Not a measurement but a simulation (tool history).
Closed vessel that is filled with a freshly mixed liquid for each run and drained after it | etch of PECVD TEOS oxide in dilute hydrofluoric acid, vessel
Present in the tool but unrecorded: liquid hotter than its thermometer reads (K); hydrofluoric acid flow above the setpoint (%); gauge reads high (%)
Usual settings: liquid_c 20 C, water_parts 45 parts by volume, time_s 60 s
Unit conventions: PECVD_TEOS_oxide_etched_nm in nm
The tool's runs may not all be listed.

run    hour  liquid_c  water_parts  time_s  wafers since the last listed run  hours since the thermometer was replaced  hours since the hydrofluoric acid flow meter was replaced  hours since the gauge calibration  read-back film thickness of the PECVD TEOS oxide reference wafer, read on the same gauge (nm)  PECVD_TEOS_oxide_etched_nm
  1       0        20           45      60                                 0                                     912.7                                                     1459.1                              369.1                                                                                         100.03                       10.66
  2    41.2        20           45      60                              5628                                     953.9                                                     1500.3                              410.3                                                                                         100.03                       10.77
  3   100.3        20           45      60                              8074                                      1013                                                     1559.4                              469.4                                                                                            100                       10.62
  4   128.8        20           45      60                              3893                                    1041.5                                                     1587.9                              497.9                                                                                         100.01                       10.77
  5   191.7        20           45      60                              8593                                    1104.4                                                     1650.8                              560.8                                                                                          99.98                       10.79
  6   259.4      22.5           45      60                              9249                                    1172.1                                                     1718.5                              628.5                                                                                          99.97                       11.94
  7   312.8      22.5           45      60                              7295                                    1225.5                                                     1771.9                              681.9                                                                                          99.98                       11.92
  8   356.6      22.5           45      60                              5983                                    1269.3                                                     1815.7                              725.7                                                                                          99.96                       12.01
  9   385.9        20           45      60                              4002                                    1298.6                                                       1845                                755                                                                                          99.97                        10.8
      407.7  -- hydrofluoric acid flow meter replaced
 10   422.6        20           45      60                              4877                                    1335.3                                                       14.9                              791.7                                                                                         100.02                       10.91
 11   450.5        20           55      60                              3811                                    1363.2                                                       42.8                              819.6                                                                                          99.99                         8.8
 12   480.8        20           35      40                              4139                                    1393.5                                                       73.1                              849.9                                                                                            100                        9.49
 13   549.4        18           65      35                              9372                                    1462.1                                                      141.7                              918.5                                                                                         100.02                        4.01
 14   606.1        17           45      85                              7746                                    1518.8                                                      198.4                              975.2                                                                                         100.02                       13.66
 15   659.2        20           45      60                              7254                                    1571.9                                                      251.5                             1028.3                                                                                         100.03                       11.03
 16   696.2        23           50      40                              5054                                    1608.9                                                      288.5                             1065.3                                                                                          99.97                        7.41
        723  -- gauge calibrated
      733.3  -- thermometer replaced
 17   766.5        24           25      95                              9467                                      33.2                                                      358.8                               43.5                                                                                          99.97                       35.04
 18   813.3      24.5           55      75                              6393                                        80                                                      405.6                               90.3                                                                                          99.98                       12.56
 19   839.2        20           45      90                              3538                                     105.9                                                      431.5                              116.2                                                                                         100.04                       15.46
 20   907.2        20           45      60                              9290                                     173.9                                                      499.5                              184.2                                                                                          99.99                       10.35
 21     966        25           35      50                              8033                                     232.7                                                      558.3                                243                                                                                          99.99                       13.83
 22  1025.6      22.5           55      35                              8142                                     292.3                                                      617.9                              302.6                                                                                         100.02                        5.41
 23  1090.3        23           25      60                              8839                                       357                                                      682.6                              367.3                                                                                         100.02                       21.66
 24  1129.6      21.5           60      90                              5369                                     396.3                                                      721.9                              406.6                                                                                          99.97                       12.24
 25    1161        17           30      60                              4289                                     427.7                                                      753.3                                438                                                                                          99.98                       13.91

Forecast each of these 4 alternatives for the next run:
  A  1161.7        20           35      60                                95                                     428.4                                                        754                              438.7                                                                                              ?                           ?
  B  1161.7        17           30      80                                95                                     428.4                                                        754                              438.7                                                                                              ?                           ?
  C  1161.7        17           25      60                                95                                     428.4                                                        754                              438.7                                                                                              ?                           ?
  D  1161.7      21.5           45      80                                95                                     428.4                                                        754                              438.7                                                                                              ?                           ?

run  read-back film thickness of the PECVD TEOS oxide reference wafer, read on the same gauge (nm)  PECVD_TEOS_oxide_etched_nm
  A                                                                                         100.01                       13.62
  B                                                                                         100.01                       18.71
  C                                                                                         100.01                       16.93
  D                                                                                         100.01                       14.86
With the hidden condition removed and each run's random variation left untouched, the same runs would have given:
run  PECVD_TEOS_oxide_etched_nm
  A                       13.32
  B                       18.28
  C                       16.55
  D                       14.54

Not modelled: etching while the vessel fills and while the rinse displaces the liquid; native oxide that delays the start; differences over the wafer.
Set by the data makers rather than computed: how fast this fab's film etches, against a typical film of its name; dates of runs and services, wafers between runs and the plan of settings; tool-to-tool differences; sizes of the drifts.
